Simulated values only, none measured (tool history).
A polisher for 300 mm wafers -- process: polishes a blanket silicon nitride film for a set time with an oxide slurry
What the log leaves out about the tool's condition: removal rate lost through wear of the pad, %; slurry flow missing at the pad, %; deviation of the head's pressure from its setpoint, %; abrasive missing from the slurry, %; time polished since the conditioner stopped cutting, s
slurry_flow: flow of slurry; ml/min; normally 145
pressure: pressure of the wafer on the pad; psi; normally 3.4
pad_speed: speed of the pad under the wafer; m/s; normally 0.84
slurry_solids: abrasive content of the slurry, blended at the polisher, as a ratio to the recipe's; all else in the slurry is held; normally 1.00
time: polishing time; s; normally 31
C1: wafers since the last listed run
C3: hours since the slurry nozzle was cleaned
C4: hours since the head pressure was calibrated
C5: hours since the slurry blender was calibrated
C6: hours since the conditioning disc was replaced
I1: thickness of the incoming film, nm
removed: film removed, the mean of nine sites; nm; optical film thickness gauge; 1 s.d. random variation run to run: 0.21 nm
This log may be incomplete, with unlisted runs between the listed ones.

run 1 hour=0.0 | slurry_flow=145 pressure=3.4 pad_speed=0.84 slurry_solids=1.00 time=31 | C1=0 wafers_polished_on_this_pad=1648 C3=225.9 C4=820.4 C5=154.8 C6=276.9 | I1=521.6 | removed=17.3
run 2 hour=67.1 | slurry_flow=115 pressure=3.7 pad_speed=0.84 slurry_solids=1.00 time=31 | C1=777 wafers_polished_on_this_pad=2425 C3=293.0 C4=887.5 C5=221.9 C6=344.0 | I1=525.1 | removed=16.6
-- hour=87.1 conditioning disc replaced and pad reconditioned
run 3 hour=134.4 | slurry_flow=115 pressure=3.7 pad_speed=0.84 slurry_solids=1.00 time=31 | C1=756 wafers_polished_on_this_pad=3181 C3=360.3 C4=954.8 C5=289.2 C6=47.3 | I1=516.4 | removed=19.3
run 4 hour=198.5 | slurry_flow=115 pressure=3.7 pad_speed=0.84 slurry_solids=1.00 time=31 | C1=742 wafers_polished_on_this_pad=3924 C3=424.4 C4=1018.9 C5=353.3 C6=111.4 | I1=530.8 | removed=18.4
-- hour=243.8 slurry nozzle cleaned
-- hour=250.7 slurry blender recalibrated
run 5 hour=254.1 | slurry_flow=145 pressure=3.4 pad_speed=0.84 slurry_solids=1.00 time=31 | C1=609 wafers_polished_on_this_pad=4533 C3=10.3 C4=1074.5 C5=3.4 C6=167.0 | I1=522.5 | removed=18.0
-- hour=269.2 worn pad replaced by a new one
run 6 hour=317.8 | slurry_flow=145 pressure=4.1 pad_speed=0.84 slurry_solids=1.00 time=31 | C1=691 wafers_polished_on_this_pad=562 C3=74.0 C4=1138.2 C5=67.1 C6=230.7 | I1=522.2 | removed=20.1
run 7 hour=371.2 | slurry_flow=170 pressure=3.9 pad_speed=0.84 slurry_solids=1.00 time=40 | C1=618 wafers_polished_on_this_pad=1181 C3=127.4 C4=1191.6 C5=120.5 C6=284.1 | I1=523.3 | removed=24.9
run 8 hour=420.3 | slurry_flow=190 pressure=3.4 pad_speed=0.66 slurry_solids=1.20 time=31 | C1=568 wafers_polished_on_this_pad=1750 C3=176.5 C4=1240.7 C5=169.6 C6=333.2 | I1=513.2 | removed=16.4
-- hour=426.7 conditioning disc replaced and pad reconditioned
run 9 hour=459.9 | slurry_flow=145 pressure=3.4 pad_speed=0.84 slurry_solids=0.90 time=31 | C1=435 wafers_polished_on_this_pad=2185 C3=216.1 C4=1280.3 C5=209.2 C6=33.2 | I1=529.8 | removed=18.0
run 10 hour=488.1 | slurry_flow=145 pressure=2.4 pad_speed=0.84 slurry_solids=1.00 time=31 | C1=326 wafers_polished_on_this_pad=2512 C3=244.3 C4=1308.5 C5=237.4 C6=61.4 | I1=512.9 | removed=14.4
run 11 hour=545.3 | slurry_flow=100 pressure=3.4 pad_speed=0.84 slurry_solids=1.00 time=31 | C1=662 wafers_polished_on_this_pad=3174 C3=301.5 C4=1365.7 C5=294.6 C6=118.6 | I1=524.6 | removed=16.8
run 12 hour=606.9 | slurry_flow=160 pressure=3.4 pad_speed=0.84 slurry_solids=1.00 time=39 | C1=713 wafers_polished_on_this_pad=3888 C3=363.1 C4=1427.3 C5=356.2 C6=180.2 | I1=510.1 | removed=22.3
-- hour=626.3 worn pad replaced by a new one
-- hour=650.8 slurry blender recalibrated
run 13 hour=659.6 | slurry_flow=145 pressure=3.4 pad_speed=0.84 slurry_solids=1.00 time=31 | C1=540 wafers_polished_on_this_pad=363 C3=415.8 C4=1480.0 C5=8.8 C6=232.9 | I1=515.5 | removed=17.0
run 14 hour=695.1 | slurry_flow=120 pressure=3.4 pad_speed=0.84 slurry_solids=1.00 time=31 | C1=411 wafers_polished_on_this_pad=774 C3=451.3 C4=1515.5 C5=44.3 C6=268.4 | I1=510.7 | removed=16.5
-- hour=723.9 head pressure recalibrated
-- hour=730.7 slurry nozzle cleaned
-- hour=754.3 conditioning disc replaced and pad reconditioned
run 15 hour=763.4 | slurry_flow=145 pressure=2.3 pad_speed=0.84 slurry_solids=1.00 time=41 | C1=733 wafers_polished_on_this_pad=1507 C3=32.7 C4=39.5 C5=112.6 C6=9.1 | I1=526.1 | removed=18.6
run 16 hour=810.1 | slurry_flow=125 pressure=3.4 pad_speed=0.74 slurry_solids=1.15 time=23 | C1=540 wafers_polished_on_this_pad=2048 C3=79.4 C4=86.2 C5=159.3 C6=55.8 | I1=524.8 | removed=13.2
run 17 hour=869.3 | slurry_flow=145 pressure=3.4 pad_speed=0.84 slurry_solids=1.00 time=39 | C1=685 wafers_polished_on_this_pad=2734 C3=138.6 C4=145.4 C5=218.5 C6=115.0 | I1=524.7 | removed=22.8
run 18 hour=912.5 | slurry_flow=145 pressure=2.3 pad_speed=0.66 slurry_solids=1.00 time=31 | C1=500 wafers_polished_on_this_pad=3234 C3=181.8 C4=188.6 C5=261.7 C6=158.2 | I1=519.7 | removed=11.5
-- hour=944.7 worn pad replaced by a new one
run 19 hour=967.3 | slurry_flow=125 pressure=3.4 pad_speed=1.04 slurry_solids=1.00 time=23 | C1=588 wafers_polished_on_this_pad=261 C3=236.6 C4=243.4 C5=316.5 C6=213.0 | I1=513.9 | removed=14.4
run 20 hour=1017.8 | slurry_flow=95 pressure=4.5 pad_speed=0.84 slurry_solids=1.20 time=31 | C1=585 wafers_polished_on_this_pad=846 C3=287.1 C4=293.9 C5=367.0 C6=263.5 | I1=519.2 | removed=20.5
-- hour=1041.8 slurry blender recalibrated
run 21 hour=1088.6 | slurry_flow=145 pressure=2.9 pad_speed=0.70 slurry_solids=1.00 time=38 | C1=796 wafers_polished_on_this_pad=1643 C3=357.9 C4=364.7 C5=46.8 C6=334.3 | I1=512.0 | removed=16.3
-- hour=1127.9 conditioning disc replaced and pad reconditioned
-- hour=1148.8 slurry nozzle cleaned
run 22 hour=1158.6 | slurry_flow=145 pressure=3.4 pad_speed=0.84 slurry_solids=1.15 time=27 | C1=776 wafers_polished_on_this_pad=2419 C3=9.8 C4=434.7 C5=116.8 C6=30.7 | I1=516.6 | removed=17.2
run 23 hour=1223.7 | slurry_flow=145 pressure=3.4 pad_speed=0.84 slurry_solids=1.00 time=31 | C1=754 wafers_polished_on_this_pad=3173 C3=74.9 C4=499.8 C5=181.9 C6=95.8 | I1=523.0 | removed=17.9
run 24 hour=1266.0 | slurry_flow=145 pressure=3.4 pad_speed=0.84 slurry_solids=1.00 time=31 | C1=490 wafers_polished_on_this_pad=3663 C3=117.2 C4=542.1 C5=224.2 C6=138.1 | I1=521.0 | removed=17.9
-- hour=1298.7 worn pad replaced by a new one
run 25 hour=1299.2 | slurry_flow=115 pressure=3.8 pad_speed=0.94 slurry_solids=1.00 time=25 | C1=338 wafers_polished_on_this_pad=5 C3=150.4 C4=575.3 C5=257.4 C6=171.3 | I1=520.7 | removed=16.0

Hidden state at the last listed run before each entry between runs and at the first one after, where it differs:
After run 2, before run 3: conditioning disc replaced and pad reconditioned (hour 87.1)
  time polished since the conditioner stopped cutting, s: 286 -> 43.8
  measured minus no-state result, removed: -2.7 -> -0.5 nm
After run 4, before run 5: slurry nozzle cleaned (hour 243.8); slurry blender recalibrated (hour 250.7)
  time polished since the conditioner stopped cutting, s: 97 -> 143
  measured minus no-state result, removed: -1.1 -> -1.4 nm
After run 5, before run 6: worn pad replaced by a new one (hour 269.2)
  time polished since the conditioner stopped cutting, s: 143 -> 196
  measured minus no-state result, removed: -1.4 -> -2.4 nm
After run 8, before run 9: conditioning disc replaced and pad reconditioned (hour 426.7)
  time polished since the conditioner stopped cutting, s: 281 -> 47
  measured minus no-state result, removed: -2.0 -> -0.5 nm
After run 12, before run 13: worn pad replaced by a new one (hour 626.3); slurry blender recalibrated (hour 650.8)
  time polished since the conditioner stopped cutting, s: 169 -> 213
  measured minus no-state result, removed: -2.0 -> -1.9 nm
After run 14, before run 15: head pressure recalibrated (hour 723.9); slurry nozzle cleaned (hour 730.7); conditioning disc replaced and pad reconditioned (hour 754.3)
  time polished since the conditioner stopped cutting, s: 242 -> 17.7
  measured minus no-state result, removed: -2.2 -> -0.1 nm
After run 18, before run 19: worn pad replaced by a new one (hour 944.7)
  time polished since the conditioner stopped cutting, s: 141 -> 187
  measured minus no-state result, removed: -0.5 -> -1.7 nm
After run 20, before run 21: slurry blender recalibrated (hour 1041.8)
  time polished since the conditioner stopped cutting, s: 229 -> 288
  measured minus no-state result, removed: -3.0 -> -1.9 nm
After run 21, before run 22: conditioning disc replaced and pad reconditioned (hour 1127.9); slurry nozzle cleaned (hour 1148.8)
  time polished since the conditioner stopped cutting, s: 288 -> 52.5
  measured minus no-state result, removed: -1.9 -> -0.5 nm
After run 24, before run 25: worn pad replaced by a new one (hour 1298.7)
  time polished since the conditioner stopped cutting, s: 142 -> 169
  measured minus no-state result, removed: -1.4 -> -1.7 nm
